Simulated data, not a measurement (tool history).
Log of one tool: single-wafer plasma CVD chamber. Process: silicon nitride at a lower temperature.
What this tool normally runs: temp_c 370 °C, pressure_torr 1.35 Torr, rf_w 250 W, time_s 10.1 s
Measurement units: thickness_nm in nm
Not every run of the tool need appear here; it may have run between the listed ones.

| run | hour | temp_c | pressure_torr | rf_w | time_s | read-back reference wafer on the same gauge, thickness_nm | thickness_nm |
|---|---|---|---|---|---|---|---|
| 1 | 0 | 370 | 1.35 | 250 | 10.1 | 9.291 | 10.827 |
| 2 | 30.3 | 370 | 1.35 | 250 | 10.1 | 9.292 | 10.685 |
| 3 | 60 | 361 | 1.35 | 250 | 10.1 | 9.291 | 10.784 |
| 4 | 111.3 | 361 | 1.35 | 250 | 10.1 | 9.288 | 10.761 |
| 5 | 163.2 | 370 | 1.35 | 250 | 10.1 | 9.287 | 10.828 |
|  | 180.4 | gauge calibrated |
| 6 | 229.3 | 370 | 1.35 | 250 | 10.1 | 9.302 | 10.719 |
| 7 | 285.4 | 382 | 1.35 | 235 | 11.7 | 9.294 | 11.865 |
| 8 | 345.7 | 370 | 1.35 | 250 | 8.9 | 9.305 | 9.427 |
| 9 | 395.9 | 370 | 1.17 | 250 | 11.7 | 9.308 | 11.756 |
|  | 429 | capacitance manometer re-zeroed and calibrated |
| 10 | 443.4 | 362 | 1.24 | 250 | 11.2 | 9.297 | 12.156 |
| 11 | 500 | 376 | 1.68 | 250 | 8.6 | 9.285 | 10.311 |
|  | 513.9 | showerhead replaced |
| 12 | 539.2 | 370 | 1.35 | 250 | 10.1 | 9.298 | 11.3 |
| 13 | 605.1 | 370 | 1.35 | 250 | 10.1 | 9.293 | 11.245 |
|  | 628.9 | RF generator calibrated |
| 14 | 663.5 | 356 | 1.5 | 215 | 11.8 | 9.3 | 12.417 |
| 15 | 691.8 | 360 | 1.25 | 220 | 10.1 | 9.311 | 10.264 |
| 16 | 752.2 | 370 | 1.35 | 250 | 10.1 | 9.29 | 11.198 |
|  | 760.6 | capacitance manometer re-zeroed and calibrated, repeated, since the last time left the tool worse |
|  | 766.1 | thermocouple changed; heater temperature recalibrated |
| 17 | 778.5 | 362 | 1.35 | 210 | 10.1 | 9.294 | 9.862 |
| 18 | 811.3 | 370 | 1.35 | 250 | 10.1 | 9.305 | 10.948 |
| 19 | 879.3 | 381 | 1.35 | 250 | 10.1 | 9.316 | 10.825 |
| 20 | 948.6 | 370 | 1.35 | 250 | 9 | 9.296 | 9.76 |
| 21 | 995.4 | 378 | 1.35 | 235 | 9.2 | 9.305 | 9.523 |
| 22 | 1035.9 | 361 | 1.5 | 235 | 11.3 | 9.308 | 12.223 |
| 23 | 1088.1 | 370 | 1.35 | 250 | 9 | 9.295 | 9.731 |
| 24 | 1119.1 | 370 | 1.09 | 250 | 10.1 | 9.307 | 10.175 |
| 25 | 1171.8 | 370 | 1.09 | 220 | 10.1 | 9.302 | 9.366 |
| 26 | 1369.3 | 370 | 1.35 | 250 | 11.5 | 9.281 | 12.444 |
| 27 | 1434.6 | 370 | 1.54 | 250 | 10.1 | 9.29 | 11.33 |
| 28 | 1501.3 | 370 | 1.35 | 250 | 10.1 | 9.299 | 10.862 |
| 29 | 1567.3 | 370 | 1.35 | 250 | 10.1 | 9.312 | 10.886 |

Table of differences, measured result less the result of that run with no hidden state. Run-to-run variation is the same in both. Gauge scatter possibly is not:
Unlogged tool condition in this case: wafer temperature above the value expected at the setpoint (K); delivered RF power above the setpoint (%); true pressure above the setpoint (%); gauge reads high (%).
| run | thickness_nm |
|---|---|
| 1 | -0.141 |
| 2 | -0.145 |
| 3 | -0.151 |
| 4 | -0.16 |
| 5 | -0.171 |
| 6 | -0.183 |
| 7 | -0.215 |
| 8 | -0.183 |
| 9 | -0.256 |
| 10 | +0.403 |
| 11 | +0.319 |
| 12 | +0.364 |
| 13 | +0.362 |
| 14 | +0.388 |
| 15 | +0.336 |
| 16 | +0.356 |
| 17 | +0.002 |
| 18 | +0.001 |
| 19 | +0 |
| 20 | -0.001 |
| 21 | -0.002 |
| 22 | -0.003 |
| 23 | -0.005 |
| 24 | -0.006 |
| 25 | -0.008 |
| 26 | -0.026 |
| 27 | -0.027 |
| 28 | -0.034 |
| 29 | -0.041 |

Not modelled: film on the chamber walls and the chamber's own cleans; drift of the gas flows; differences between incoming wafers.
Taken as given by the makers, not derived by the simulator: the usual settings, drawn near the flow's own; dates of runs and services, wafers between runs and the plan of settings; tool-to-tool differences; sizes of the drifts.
